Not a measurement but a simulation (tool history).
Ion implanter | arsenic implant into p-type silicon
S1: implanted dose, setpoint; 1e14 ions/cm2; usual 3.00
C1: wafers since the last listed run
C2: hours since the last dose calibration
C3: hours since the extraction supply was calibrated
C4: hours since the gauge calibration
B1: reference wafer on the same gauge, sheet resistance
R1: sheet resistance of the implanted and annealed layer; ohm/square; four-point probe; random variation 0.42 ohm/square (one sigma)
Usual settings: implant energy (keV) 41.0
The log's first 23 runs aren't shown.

At hour 281.2: gauge calibrated.
At hour 292.0: extraction supply calibrated.
Run 24, hour 292.5: usual settings but S1 2.12 1e14 ions/cm2, implant energy (keV) 35.0; C1 143; C2 183.9; C3 0.5; C4 11.3; B1 302.97. Result: R1 371.42 ohm/square.
Run 25, hour 295.8: usual settings; C1 41; C2 187.2; C3 3.8; C4 14.6; B1 302.93. Result: R1 280.95 ohm/square.
Run 26, hour 308.5: usual settings but implant energy (keV) 52.0; C1 159; C2 199.9; C3 16.5; C4 27.3; B1 302.85. Result: R1 272.47 ohm/square.
Run 27, hour 324.5: usual settings but S1 3.83 1e14 ions/cm2, implant energy (keV) 32.0; C1 200; C2 215.9; C3 32.5; C4 43.3; B1 302.94. Result: R1 242.11 ohm/square.
Run 28, hour 331.2: usual settings but S1 3.37 1e14 ions/cm2; C1 84; C2 222.6; C3 39.2; C4 50.0; B1 303.00. Result: R1 258.27 ohm/square.
Run 29, hour 344.3: usual settings but S1 3.37 1e14 ions/cm2, implant energy (keV) 35.0; C1 164; C2 235.7; C3 52.3; C4 63.1; B1 303.15. Result: R1 263.47 ohm/square.
Run 30, hour 358.8: usual settings but S1 3.59 1e14 ions/cm2, implant energy (keV) 32.0; C1 182; C2 250.2; C3 66.8; C4 77.6; B1 303.00. Result: R1 254.19 ohm/square.
Run 31, hour 367.7: usual settings; C1 111; C2 259.1; C3 75.7; C4 86.5; B1 303.02. Result: R1 281.87 ohm/square.
Run 32, hour 385.7: usual settings but S1 2.59 1e14 ions/cm2; C1 225; C2 277.1; C3 93.7; C4 104.5; B1 302.88. Result: R1 314.86 ohm/square.
Run 33, hour 399.7: usual settings but S1 2.35 1e14 ions/cm2, implant energy (keV) 36.0; C1 175; C2 291.1; C3 107.7; C4 118.5; B1 303.21. Result: R1 343.82 ohm/square.
Run 34, hour 413.2: usual settings but implant energy (keV) 36.5; C1 169; C2 304.6; C3 121.2; C4 132.0; B1 303.02. Result: R1 286.10 ohm/square.
Run 35, hour 420.3: usual settings but S1 2.26 1e14 ions/cm2, implant energy (keV) 36.5; C1 89; C2 311.7; C3 128.3; C4 139.1; B1 303.01. Result: R1 354.02 ohm/square.
Run 36, hour 437.2: usual settings but S1 2.28 1e14 ions/cm2; C1 212; C2 328.6; C3 145.2; C4 156.0; B1 302.83. Result: R1 345.51 ohm/square.

5 ways to go on from here, each from the tool as it stands after run 36. What would each give?
Run A, hour 437.6: usual settings but S1 2.58 1e14 ions/cm2; C1 5; C2 329.0; C3 145.6; C4 156.4; B1 ?. Result: R1 ?.
Run B, hour 437.6: usual settings but S1 3.52 1e14 ions/cm2, implant energy (keV) 34.0; C1 5; C2 329.0; C3 145.6; C4 156.4; B1 ?. Result: R1 ?.
Run C, hour 437.6: usual settings but S1 3.58 1e14 ions/cm2, implant energy (keV) 30.0; C1 5; C2 329.0; C3 145.6; C4 156.4; B1 ?. Result: R1 ?.
Run D, hour 437.6: usual settings but S1 3.68 1e14 ions/cm2, implant energy (keV) 53.5; C1 5; C2 329.0; C3 145.6; C4 156.4; B1 ?. Result: R1 ?.
Run E, hour 437.6: usual settings but implant energy (keV) 37.5; C1 5; C2 329.0; C3 145.6; C4 156.4; B1 ?. Result: R1 ?.

run      B1      R1
  A  303.09  314.73
  B  303.09  255.57
  C  303.09  256.63
  D  303.09  232.20
  E  303.09  284.72
Without the tool's hidden state the same runs would have given:
run      R1
  A  314.05
  B  255.00
  C  256.06
  D  231.69
  E  284.09
